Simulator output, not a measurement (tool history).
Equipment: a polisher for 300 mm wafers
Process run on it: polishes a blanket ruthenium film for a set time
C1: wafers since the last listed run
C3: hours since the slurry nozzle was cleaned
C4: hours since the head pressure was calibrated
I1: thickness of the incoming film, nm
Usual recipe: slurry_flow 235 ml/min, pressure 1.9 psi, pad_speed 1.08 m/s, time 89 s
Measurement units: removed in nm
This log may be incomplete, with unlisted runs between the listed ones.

{"run": 1, "hour": 0.0, "slurry_flow": 235, "pressure": 1.9, "pad_speed": 1.08, "time": 89, "C1": 0, "wafers polished on this pad": 679, "C3": 246.1, "C4": 1349.8, "I1": 390.6, "removed": 85.7}
{"run": 2, "hour": 17.9, "slurry_flow": 235, "pressure": 1.9, "pad_speed": 1.08, "time": 89, "C1": 176, "wafers polished on this pad": 855, "C3": 264.0, "C4": 1367.7, "I1": 384.2, "removed": 85.9}
{"run": 3, "hour": 48.6, "slurry_flow": 235, "pressure": 1.4, "pad_speed": 1.08, "time": 89, "C1": 302, "wafers polished on this pad": 1158, "C3": 294.7, "C4": 1398.4, "I1": 394.9, "removed": 63.9}
{"run": 4, "hour": 70.2, "slurry_flow": 235, "pressure": 1.9, "pad_speed": 1.08, "time": 89, "C1": 213, "wafers polished on this pad": 1371, "C3": 316.3, "C4": 1420.0, "I1": 392.5, "removed": 84.2}
{"run": 5, "hour": 98.1, "slurry_flow": 235, "pressure": 1.9, "pad_speed": 1.08, "time": 89, "C1": 275, "wafers polished on this pad": 1647, "C3": 344.2, "C4": 1447.9, "I1": 392.3, "removed": 85.3}
{"hour": 108.3, "done": "worn pad replaced by a new one"}
{"run": 6, "hour": 130.6, "slurry_flow": 235, "pressure": 1.9, "pad_speed": 1.08, "time": 89, "C1": 281, "wafers polished on this pad": 219, "C3": 376.7, "C4": 1480.4, "I1": 389.1, "removed": 86.2}
{"run": 7, "hour": 162.9, "slurry_flow": 235, "pressure": 1.9, "pad_speed": 1.08, "time": 89, "C1": 318, "wafers polished on this pad": 538, "C3": 409.0, "C4": 1512.7, "I1": 394.3, "removed": 86.9}
{"run": 8, "hour": 180.0, "slurry_flow": 175, "pressure": 1.9, "pad_speed": 1.08, "time": 89, "C1": 168, "wafers polished on this pad": 707, "C3": 426.1, "C4": 1529.8, "I1": 387.7, "removed": 83.1}
{"run": 9, "hour": 197.3, "slurry_flow": 235, "pressure": 1.9, "pad_speed": 1.08, "time": 89, "C1": 170, "wafers polished on this pad": 878, "C3": 443.4, "C4": 1547.1, "I1": 389.7, "removed": 86.1}
{"run": 10, "hour": 213.8, "slurry_flow": 265, "pressure": 1.9, "pad_speed": 1.08, "time": 89, "C1": 162, "wafers polished on this pad": 1040, "C3": 459.9, "C4": 1563.6, "I1": 392.5, "removed": 86.9}
{"run": 11, "hour": 243.0, "slurry_flow": 265, "pressure": 1.9, "pad_speed": 1.08, "time": 89, "C1": 288, "wafers polished on this pad": 1329, "C3": 489.1, "C4": 1592.8, "I1": 394.5, "removed": 87.4}
{"hour": 249.2, "done": "head pressure recalibrated"}
{"run": 12, "hour": 260.9, "slurry_flow": 265, "pressure": 1.9, "pad_speed": 1.08, "time": 89, "C1": 156, "wafers polished on this pad": 1485, "C3": 507.0, "C4": 11.7, "I1": 383.7, "removed": 80.5}
{"run": 13, "hour": 277.2, "slurry_flow": 235, "pressure": 1.9, "pad_speed": 1.08, "time": 89, "C1": 160, "wafers polished on this pad": 1646, "C3": 523.3, "C4": 28.0, "I1": 386.6, "removed": 81.4}
{"run": 14, "hour": 299.9, "slurry_flow": 235, "pressure": 1.9, "pad_speed": 1.08, "time": 89, "C1": 223, "wafers polished on this pad": 1870, "C3": 546.0, "C4": 50.7, "I1": 393.0, "removed": 81.6}
{"hour": 301.0, "done": "slurry nozzle cleaned"}
{"run": 15, "hour": 313.8, "slurry_flow": 235, "pressure": 1.6, "pad_speed": 1.08, "time": 89, "C1": 127, "wafers polished on this pad": 1998, "C3": 12.8, "C4": 64.6, "I1": 394.3, "removed": 67.6}
{"hour": 323.8, "done": "worn pad replaced by a new one"}
{"run": 16, "hour": 331.0, "slurry_flow": 260, "pressure": 2.5, "pad_speed": 1.38, "time": 112, "C1": 130, "wafers polished on this pad": 71, "C3": 30.0, "C4": 81.8, "I1": 396.2, "removed": 164.5}
{"run": 17, "hour": 347.6, "slurry_flow": 165, "pressure": 1.9, "pad_speed": 0.82, "time": 116, "C1": 163, "wafers polished on this pad": 235, "C3": 46.6, "C4": 98.4, "I1": 393.7, "removed": 80.8}
{"run": 18, "hour": 383.5, "slurry_flow": 305, "pressure": 1.9, "pad_speed": 0.72, "time": 89, "C1": 354, "wafers polished on this pad": 589, "C3": 82.5, "C4": 134.3, "I1": 389.7, "removed": 59.5}
{"run": 19, "hour": 411.4, "slurry_flow": 180, "pressure": 1.9, "pad_speed": 1.08, "time": 89, "C1": 275, "wafers polished on this pad": 864, "C3": 110.4, "C4": 162.2, "I1": 390.9, "removed": 76.9}
{"hour": 447.2, "done": "head pressure recalibrated, repeated, since the last time left the tool worse"}
{"run": 20, "hour": 447.7, "slurry_flow": 160, "pressure": 1.9, "pad_speed": 1.28, "time": 89, "C1": 338, "wafers polished on this pad": 1203, "C3": 146.7, "C4": 0.5, "I1": 393.0, "removed": 103.6}
{"run": 21, "hour": 476.4, "slurry_flow": 235, "pressure": 2.3, "pad_speed": 1.08, "time": 71, "C1": 283, "wafers polished on this pad": 1486, "C3": 175.4, "C4": 29.2, "I1": 393.1, "removed": 89.0}
{"run": 22, "hour": 501.5, "slurry_flow": 280, "pressure": 2.4, "pad_speed": 1.08, "time": 100, "C1": 247, "wafers polished on this pad": 1733, "C3": 200.5, "C4": 54.3, "I1": 385.0, "removed": 135.2}
{"hour": 514.0, "done": "worn pad replaced by a new one"}
{"run": 23, "hour": 577.8, "slurry_flow": 235, "pressure": 1.9, "pad_speed": 1.4, "time": 67, "C1": 713, "wafers polished on this pad": 629, "C3": 276.8, "C4": 130.6, "I1": 389.7, "removed": 84.4}
{"run": 24, "hour": 613.2, "slurry_flow": 300, "pressure": 1.9, "pad_speed": 1.08, "time": 75, "C1": 349, "wafers polished on this pad": 979, "C3": 312.2, "C4": 166.0, "I1": 395.4, "removed": 79.3}
{"run": 25, "hour": 639.4, "slurry_flow": 235, "pressure": 1.2, "pad_speed": 1.08, "time": 89, "C1": 258, "wafers polished on this pad": 1237, "C3": 338.4, "C4": 192.2, "I1": 386.7, "removed": 57.0}
{"run": 26, "hour": 672.5, "slurry_flow": 235, "pressure": 1.4, "pad_speed": 1.08, "time": 89, "C1": 326, "wafers polished on this pad": 1564, "C3": 371.5, "C4": 225.3, "I1": 387.9, "removed": 67.0}
{"hour": 693.2, "done": "worn pad replaced by a new one"}
{"run": 27, "hour": 704.2, "slurry_flow": 270, "pressure": 1.9, "pad_speed": 1.38, "time": 60, "C1": 273, "wafers polished on this pad": 108, "C3": 403.2, "C4": 257.0, "I1": 394.7, "removed": 75.9}
{"run": 28, "hour": 729.4, "slurry_flow": 285, "pressure": 1.5, "pad_speed": 1.08, "time": 61, "C1": 248, "wafers polished on this pad": 357, "C3": 428.4, "C4": 282.2, "I1": 385.0, "removed": 50.3}
{"run": 29, "hour": 763.2, "slurry_flow": 265, "pressure": 1.9, "pad_speed": 1.08, "time": 89, "C1": 333, "wafers polished on this pad": 690, "C3": 462.2, "C4": 316.0, "I1": 386.5, "removed": 89.9}
{"run": 30, "hour": 782.3, "slurry_flow": 200, "pressure": 2.2, "pad_speed": 1.08, "time": 89, "C1": 188, "wafers polished on this pad": 879, "C3": 481.3, "C4": 335.1, "I1": 393.9, "removed": 103.1}
{"run": 31, "hour": 798.7, "slurry_flow": 235, "pressure": 1.9, "pad_speed": 1.08, "time": 89, "C1": 161, "wafers polished on this pad": 1041, "C3": 497.7, "C4": 351.5, "I1": 393.6, "removed": 88.7}
{"run": 32, "hour": 823.8, "slurry_flow": 235, "pressure": 1.9, "pad_speed": 1.08, "time": 111, "C1": 247, "wafers polished on this pad": 1288, "C3": 522.8, "C4": 376.6, "I1": 386.1, "removed": 113.8}
{"run": 33, "hour": 853.1, "slurry_flow": 235, "pressure": 2.1, "pad_speed": 1.08, "time": 89, "C1": 289, "wafers polished on this pad": 1578, "C3": 552.1, "C4": 405.9, "I1": 389.1, "removed": 100.7}
{"run": 34, "hour": 870.5, "slurry_flow": 235, "pressure": 1.2, "pad_speed": 1.08, "time": 89, "C1": 171, "wafers polished on this pad": 1749, "C3": 569.5, "C4": 423.3, "I1": 384.0, "removed": 56.8}
{"run": 35, "hour": 901.1, "slurry_flow": 285, "pressure": 1.5, "pad_speed": 1.08, "time": 61, "C1": 301, "wafers polished on this pad": 2051, "C3": 600.1, "C4": 453.9, "I1": 392.3, "removed": 48.6}
{"hour": 917.5, "done": "slurry nozzle cleaned"}
{"run": 36, "hour": 920.3, "slurry_flow": 235, "pressure": 1.3, "pad_speed": 1.08, "time": 75, "C1": 179, "wafers polished on this pad": 2231, "C3": 2.8, "C4": 473.1, "I1": 385.1, "removed": 51.5}

Here are 5 independent what-if runs from the current tool condition. What would each one return?
{"run": "A", "hour": 920.8, "slurry_flow": 235, "pressure": 1.9, "pad_speed": 1.08, "time": 89, "C1": 4, "wafers polished on this pad": 2236, "C3": 3.3, "C4": 473.6, "I1": 387.2, "removed": "?"}
{"run": "B", "hour": 920.8, "slurry_flow": 290, "pressure": 1.5, "pad_speed": 0.72, "time": 89, "C1": 4, "wafers polished on this pad": 2236, "C3": 3.3, "C4": 473.6, "I1": 387.2, "removed": "?"}
{"run": "C", "hour": 920.8, "slurry_flow": 290, "pressure": 1.5, "pad_speed": 0.78, "time": 89, "C1": 4, "wafers polished on this pad": 2236, "C3": 3.3, "C4": 473.6, "I1": 387.2, "removed": "?"}
{"run": "D", "hour": 920.8, "slurry_flow": 210, "pressure": 1.6, "pad_speed": 1.2, "time": 89, "C1": 4, "wafers polished on this pad": 2236, "C3": 3.3, "C4": 473.6, "I1": 387.2, "removed": "?"}
{"run": "E", "hour": 920.8, "slurry_flow": 265, "pressure": 1.9, "pad_speed": 1.08, "time": 97, "C1": 4, "wafers polished on this pad": 2236, "C3": 3.3, "C4": 473.6, "I1": 387.2, "removed": "?"}

run=A removed=88.5
run=B removed=52.1
run=C removed=55.3
run=D removed=80.3
run=E removed=97.5
Without the tool's hidden state the same runs would have given:
run=A removed=92.9
run=B removed=54.7
run=C removed=58.0
run=D removed=84.3
run=E removed=102.3

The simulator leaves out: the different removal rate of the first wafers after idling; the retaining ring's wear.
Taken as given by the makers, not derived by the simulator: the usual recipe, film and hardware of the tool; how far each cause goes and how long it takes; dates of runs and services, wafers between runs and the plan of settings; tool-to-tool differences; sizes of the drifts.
